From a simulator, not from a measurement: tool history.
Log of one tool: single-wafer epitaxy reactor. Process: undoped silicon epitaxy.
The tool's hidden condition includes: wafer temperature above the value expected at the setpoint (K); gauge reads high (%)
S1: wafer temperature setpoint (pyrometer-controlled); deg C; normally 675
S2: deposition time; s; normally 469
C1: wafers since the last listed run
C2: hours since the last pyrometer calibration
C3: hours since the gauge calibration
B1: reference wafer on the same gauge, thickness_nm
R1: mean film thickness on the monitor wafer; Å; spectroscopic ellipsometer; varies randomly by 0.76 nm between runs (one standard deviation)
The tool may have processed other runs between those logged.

run,day,S1,S2,C1,C2,C3,B1,R1
1,0,675,469,0,366.3,966.8,115.831,1285.88
2,1.317,675,469,122,397.9,998.4,115.98,1273.99
3,1.829,675,469,47,410.2,1010.7,116.109,1255.62
4,2.417,675,402,54,424.3,1024.8,115.89,1094.59
5,3.238,675,402,76,444,1044.5,115.895,1099.15
6,3.75,675,402,47,456.3,1056.8,116.049,1091.77
7,5.125,675,469,127,489.3,1089.8,116.124,1264.63
8,5.921,675,469,73,508.4,1108.9,116.098,1249.91
9,6.654,675,469,67,526,1126.5,116.005,1267.49
10,7.529,672,469,81,547,1147.5,115.984,1172.18
11,8.367,672,469,77,567.1,1167.6,116.065,1171.08
12,9.796,675,469,132,601.4,1201.9,115.93,1253.39
13,11.029,675,469,114,631,1231.5,115.951,1248.96
14,11.925,675,469,83,652.5,1253,115.988,1255.64
15,12.596,675,469,62,668.6,1269.1,116.07,1261.09
16,13.7,675,469,102,695.1,1295.6,116.161,1247.23
17,15.188,668,408,137,730.8,1331.3,116.012,919.17
18,16.358,668,408,108,758.9,1359.4,116.031,914.69
19,17.633,668,408,118,789.5,1390,116.088,912.07
# day 18.054: gauge calibrated
20,19.104,675,469,136,824.8,25.2,116.007,1239.63
21,20.175,675,469,99,850.5,50.9,116.247,1240.43
22,21.667,681,526,138,886.3,86.7,116.113,1593.71
23,23.012,686,387,124,918.6,119,115.999,1306.3
24,25.929,675,423,270,988.6,189,115.974,1110.35
25,26.967,675,469,96,1013.5,213.9,115.804,1229.94
# day 27.333: pyrometer calibrated
26,28.162,675,469,79,19.9,242.6,116.063,1302.65
27,28.917,670,442,69,38,260.7,116.099,1104.9
28,30.179,684,420,117,68.3,291,116.182,1439.33
29,31.55,681,434,127,101.2,323.9,115.917,1385.38
30,32.712,689,534,107,129.1,351.8,116.022,2051.87
31,33.562,675,469,78,149.5,372.2,115.965,1292.92
32,34.083,675,498,48,162,384.7,115.793,1383.21
33,36.888,680,390,260,229.3,452,116.067,1196.2
34,37.392,690,527,46,241.4,464.1,115.953,2031.4
35,38.658,664,402,117,271.8,494.5,116.053,857
36,39.925,681,412,117,302.2,524.9,116.177,1292.06
37,41.321,685,531,129,335.7,558.4,115.961,1817.09
38,42.75,675,555,132,370,592.7,115.905,1531.77
39,44.004,675,469,116,400.1,622.8,116.043,1280.99
40,45.083,675,469,100,426,648.7,115.901,1290.66
41,46.042,668,552,88,449,671.7,116.041,1286.27
42,46.696,682,469,60,464.7,687.4,115.866,1505.09

Give the tool's hidden conditions for every run:
gauge reads high (%): 0 across all the runs
H1: wafer temperature above the value expected at the setpoint (K)
run,H1
1,-0.958
2,-1.03
3,-1.06
4,-1.1
5,-1.15
6,-1.18
7,-1.26
8,-1.3
9,-1.35
10,-1.4
11,-1.45
12,-1.53
13,-1.6
14,-1.66
15,-1.7
16,-1.76
17,-1.85
18,-1.92
19,-1.99
20,-2.08
21,-2.14
22,-2.23
23,-2.31
24,-2.48
25,-2.54
26,0.327
27,0.283
28,0.209
29,0.129
30,0.0605
31,0.0107
32,-0.0198
33,-0.184
34,-0.213
35,-0.288
36,-0.362
37,-0.444
38,-0.527
39,-0.601
40,-0.664
41,-0.72
42,-0.758
